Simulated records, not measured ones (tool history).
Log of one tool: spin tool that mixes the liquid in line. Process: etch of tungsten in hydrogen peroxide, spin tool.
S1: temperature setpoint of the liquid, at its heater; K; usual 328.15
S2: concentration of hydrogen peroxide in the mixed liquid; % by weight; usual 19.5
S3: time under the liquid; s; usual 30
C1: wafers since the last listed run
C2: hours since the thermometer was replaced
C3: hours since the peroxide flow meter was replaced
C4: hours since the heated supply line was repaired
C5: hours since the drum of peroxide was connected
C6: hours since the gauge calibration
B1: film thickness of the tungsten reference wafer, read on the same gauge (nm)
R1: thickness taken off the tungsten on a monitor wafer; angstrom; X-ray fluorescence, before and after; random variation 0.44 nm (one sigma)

run 1 hour=0 | S1=324.65 S2=18 S3=30 | C1=0 C2=490.9 C3=2136.8 C4=119.5 C5=759.1 C6=1546.2 | B1=65.58 | R1=349.2
-- hour=14.8 peroxide flow meter replaced
run 2 hour=38.1 | S1=328.15 S2=21 S3=30 | C1=434 C2=529 C3=23.3 C4=157.6 C5=797.2 C6=1584.3 | B1=65.55 | R1=459.9
run 3 hour=77.5 | S1=328.15 S2=21 S3=30 | C1=460 C2=568.4 C3=62.7 C4=197 C5=836.6 C6=1623.7 | B1=65.53 | R1=455.5
run 4 hour=128.8 | S1=328.15 S2=19.5 S3=30 | C1=600 C2=619.7 C3=114 C4=248.3 C5=887.9 C6=1675 | B1=65.51 | R1=445
run 5 hour=163.7 | S1=328.15 S2=19.5 S3=30 | C1=408 C2=654.6 C3=148.9 C4=283.2 C5=922.8 C6=1709.9 | B1=65.48 | R1=441.5
run 6 hour=217.7 | S1=328.15 S2=19.5 S3=15 | C1=631 C2=708.6 C3=202.9 C4=337.2 C5=976.8 C6=1763.9 | B1=65.47 | R1=223.2
-- hour=266.8 thermometer replaced
run 7 hour=271.3 | S1=328.15 S2=21 S3=30 | C1=615 C2=4.5 C3=256.5 C4=390.8 C5=1030.4 C6=1817.5 | B1=65.43 | R1=455.2
-- hour=339 gauge calibrated
run 8 hour=466.7 | S1=328.15 S2=19.5 S3=30 | C1=2286 C2=199.9 C3=451.9 C4=586.2 C5=1225.8 C6=127.7 | B1=68.42 | R1=466.7
run 9 hour=498 | S1=335.15 S2=15 S3=30 | C1=366 C2=231.2 C3=483.2 C4=617.5 C5=1257.1 C6=159 | B1=68.24 | R1=608.5
run 10 hour=543.5 | S1=328.15 S2=19.5 S3=30 | C1=532 C2=276.7 C3=528.7 C4=663 C5=1302.6 C6=204.5 | B1=67.95 | R1=455.6
run 11 hour=612.1 | S1=322.15 S2=17.5 S3=15 | C1=802 C2=345.3 C3=597.3 C4=731.6 C5=1371.2 C6=273.1 | B1=67.55 | R1=149.3
run 12 hour=678.8 | S1=328.15 S2=19.5 S3=30 | C1=780 C2=412 C3=664 C4=798.3 C5=1437.9 C6=339.8 | B1=67.2 | R1=455.4
run 13 hour=711.9 | S1=328.15 S2=15.5 S3=30 | C1=387 C2=445.1 C3=697.1 C4=831.4 C5=1471 C6=372.9 | B1=67.06 | R1=408.6
run 14 hour=781.4 | S1=328.15 S2=19.5 S3=30 | C1=813 C2=514.6 C3=766.6 C4=900.9 C5=1540.5 C6=442.4 | B1=66.75 | R1=445.6
run 15 hour=832.4 | S1=328.15 S2=17 S3=30 | C1=596 C2=565.6 C3=817.6 C4=951.9 C5=1591.5 C6=493.4 | B1=66.56 | R1=422.1
-- hour=853.5 new drum of peroxide connected
run 16 hour=879.7 | S1=328.15 S2=21.5 S3=35 | C1=541 C2=612.9 C3=864.9 C4=999.2 C5=26.2 C6=540.7 | B1=66.4 | R1=553.5
run 17 hour=922.9 | S1=328.15 S2=19.5 S3=30 | C1=505 C2=656.1 C3=908.1 C4=1042.4 C5=69.4 C6=583.9 | B1=66.29 | R1=451.3
-- hour=964.3 thermometer replaced
run 18 hour=991.6 | S1=328.15 S2=19.5 S3=30 | C1=792 C2=27.3 C3=976.8 C4=1111.1 C5=138.1 C6=652.6 | B1=66.07 | R1=442.1
run 19 hour=1047.4 | S1=328.15 S2=19.5 S3=30 | C1=652 C2=83.1 C3=1032.6 C4=1166.9 C5=193.9 C6=708.4 | B1=65.94 | R1=436.1
run 20 hour=1088 | S1=328.15 S2=24.5 S3=30 | C1=475 C2=123.7 C3=1073.2 C4=1207.5 C5=234.5 C6=749 | B1=65.84 | R1=499.1
run 21 hour=1126.2 | S1=336.65 S2=19.5 S3=30 | C1=446 C2=161.9 C3=1111.4 C4=1245.7 C5=272.7 C6=787.2 | B1=65.74 | R1=724.8
run 22 hour=1186.5 | S1=333.65 S2=19.5 S3=40 | C1=705 C2=222.2 C3=1171.7 C4=1306 C5=333 C6=847.5 | B1=65.61 | R1=820
run 23 hour=1235.9 | S1=322.65 S2=24.5 S3=50 | C1=577 C2=271.6 C3=1221.1 C4=1355.4 C5=382.4 C6=896.9 | B1=65.53 | R1=594.9
run 24 hour=1301.7 | S1=324.65 S2=14.5 S3=30 | C1=769 C2=337.4 C3=1286.9 C4=1421.2 C5=448.2 C6=962.7 | B1=65.43 | R1=313.2
run 25 hour=1339 | S1=321.65 S2=14 S3=30 | C1=436 C2=374.7 C3=1324.2 C4=1458.5 C5=485.5 C6=1000 | B1=65.38 | R1=254.7
run 26 hour=1373.4 | S1=328.15 S2=14 S3=35 | C1=402 C2=409.1 C3=1358.6 C4=1492.9 C5=519.9 C6=1034.4 | B1=65.33 | R1=436.6
run 27 hour=1422 | S1=324.65 S2=21.5 S3=50 | C1=568 C2=457.7 C3=1407.2 C4=1541.5 C5=568.5 C6=1083 | B1=65.26 | R1=625.8

Forecast each of these 3 alternatives for the next run:
run A hour=1422.4 | S1=328.15 S2=19.5 S3=20 | C1=4 C2=458.1 C3=1407.6 C4=1541.9 C5=568.9 C6=1083.4 | B1=? | R1=?
run B hour=1422.4 | S1=328.15 S2=22 S3=30 | C1=4 C2=458.1 C3=1407.6 C4=1541.9 C5=568.9 C6=1083.4 | B1=? | R1=?
run C hour=1422.4 | S1=335.65 S2=19.5 S3=30 | C1=4 C2=458.1 C3=1407.6 C4=1541.9 C5=568.9 C6=1083.4 | B1=? | R1=?

run=A B1=65.27 R1=295.7
run=B B1=65.27 R1=471.2
run=C B1=65.27 R1=685.1
Without the tool's hidden state the same runs would have given:
run=A R1=317.2
run=B R1=505.4
run=C R1=734.8
